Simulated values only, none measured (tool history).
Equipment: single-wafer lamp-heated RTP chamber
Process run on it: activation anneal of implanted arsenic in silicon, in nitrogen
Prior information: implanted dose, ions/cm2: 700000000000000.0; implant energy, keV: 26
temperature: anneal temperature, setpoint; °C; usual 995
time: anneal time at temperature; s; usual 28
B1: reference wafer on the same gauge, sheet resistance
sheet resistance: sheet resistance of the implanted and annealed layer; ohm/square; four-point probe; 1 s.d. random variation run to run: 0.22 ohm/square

Run 1, hour 0: usual settings but time 22 s; B1 127. Result: sheet resistance 144 ohm/square.
At hour 117.5: pyrometer window cleaned and pyrometer calibrated.
Run 2, hour 166.9: usual settings but time 22 s; B1 127.08. Result: sheet resistance 143.37 ohm/square.
Run 3, hour 219: usual settings but time 22 s; B1 126.99. Result: sheet resistance 143.2 ohm/square.
Run 4, hour 247.6: usual settings but temperature 975 °C, time 24 s; B1 127.03. Result: sheet resistance 144.71 ohm/square.
At hour 270.3: pyrometer window cleaned and pyrometer calibrated.
At hour 288.4: reflector plate cleaned.
Run 5, hour 294.1: usual settings; B1 127.01. Result: sheet resistance 143.77 ohm/square.
Run 6, hour 359.2: usual settings but temperature 1006 °C; B1 126.99. Result: sheet resistance 140.84 ohm/square.
At hour 400.1: gauge calibrated.
Run 7, hour 403.8: usual settings but temperature 1006 °C; B1 127.03. Result: sheet resistance 141.05 ohm/square.
At hour 455.2: pyrometer window cleaned and pyrometer calibrated.
Run 8, hour 469.4: usual settings but temperature 980 °C, time 40 s; B1 126.97. Result: sheet resistance 143.28 ohm/square.
Run 9, hour 513.5: usual settings but temperature 1021 °C, time 45 s; B1 126.99. Result: sheet resistance 136.7 ohm/square.
Run 10, hour 582.6: usual settings; B1 126.94. Result: sheet resistance 142.03 ohm/square.
Run 11, hour 611.5: usual settings but time 19 s; B1 127.02. Result: sheet resistance 143.85 ohm/square.

Predict the results of run 12:
At hour 638.3: pyrometer window cleaned and pyrometer calibrated.
Run 12, hour 671.9: usual settings; B1 ?. Result: sheet resistance ?.

{"run 12": {"B1": 127.01, "sheet resistance": 142.53}}
On a tool with no hidden condition, and with the same random variation, this run would have come out at sheet resistance 144.39 ohm/square.
